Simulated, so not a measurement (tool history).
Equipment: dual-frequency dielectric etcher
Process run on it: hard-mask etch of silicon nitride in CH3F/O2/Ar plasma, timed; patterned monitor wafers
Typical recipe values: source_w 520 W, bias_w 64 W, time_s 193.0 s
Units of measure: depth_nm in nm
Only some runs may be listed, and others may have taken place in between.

run   hour  source_w  bias_w  time_s  wafers since the last listed run  hours since the last wet clean  hours since the last source power generator calibration  hours since the last bias power generator calibration  hours since the last upper electrode change  hours since the gauge calibration  read-back reference wafer on the same gauge, depth_nm  depth_nm
  1    0.0       620      64   193.0                                 0                           379.8                                                   4720.9                                                 1856.6                                       4399.1                               17.7                                                  170.0     155.3
  2   21.5       620      64   193.0                               109                           401.3                                                   4742.4                                                 1878.1                                       4420.6                               39.2                                                  170.0     155.0
  3   36.5       620      64   193.0                                76                           416.3                                                   4757.4                                                 1893.1                                       4435.6                               54.2                                                  170.1     154.7
      68.5  -- wet clean of the chamber
  4   69.0       520      76   193.0                                43                             0.5                                                   4789.9                                                 1925.6                                       4468.1                               86.7                                                  169.9     162.2
  5   69.4       520      76   193.0                                 2                             0.9                                                   4790.3                                                 1926.0                                       4468.5                               87.1                                                  170.0     161.9
  6   69.8       520      64   193.0                                 2                             1.3                                                   4790.7                                                 1926.4                                       4468.9                               87.5                                                  170.1     154.1
  7   76.2       520      75   155.0                                32                             7.7                                                   4797.1                                                 1932.8                                       4475.3                               93.9                                                  169.9     129.4
     106.5  -- bias power generator calibrated
     106.9  -- upper electrode replaced
  8  107.4       520      64   193.0                               135                            38.9                                                   4828.3                                                    0.9                                          0.5                              125.1                                                  170.0     153.6
  9  107.8       520      79   249.5                                 2                            39.3                                                   4828.7                                                    1.3                                          0.9                              125.5                                                  170.0     210.5
     112.0  -- gauge calibrated
 10  115.7       580      70   156.0                                40                            47.2                                                   4836.6                                                    9.2                                          8.8                                3.7                                                  169.9     131.7
     122.9  -- source power generator calibrated
 11  127.5       520      64   193.0                                39                            59.0                                                      4.6                                                   21.0                                         20.6                               15.5                                                  170.0     153.2
 12  137.7       410      76   213.0                                51                            69.2                                                     14.8                                                   31.2                                         30.8                               25.7                                                  169.9     165.7
 13  152.9       410      64   210.0                                77                            84.4                                                     30.0                                                   46.4                                         46.0                               40.9                                                  169.9     155.1
 14  160.7       600      64   193.0                                39                            92.2                                                     37.8                                                   54.2                                         53.8                               48.7                                                  170.1     159.8
 15  175.3       520      64   193.0                                74                           106.8                                                     52.4                                                   68.8                                         68.4                               63.3                                                  170.0     152.5
 16  186.4       520      64   193.0                                56                           117.9                                                     63.5                                                   79.9                                         79.5                               74.4                                                  170.0     152.3
 17  192.6       480      49   178.0                                31                           124.1                                                     69.7                                                   86.1                                         85.7                               80.6                                                  170.0     128.0

Exercise: give the hidden state of the tool at every run:
source power that arrives over what is set, %: 0 at every run
bias power that arrives over what is set, %: 0 at every run
gauge reads high (%): 0 at every run
H1: etch rate over this chamber's usual, %
run       H1
  1    -3.81
  2    -4.02
  3    -4.17
  4    0.787
  5    0.783
  6    0.779
  7    0.716
  8    0.406
  9    0.402
 10    0.323
 11    0.206
 12    0.105
 13  -0.0464
 14   -0.124
 15   -0.269
 16   -0.379
 17   -0.441
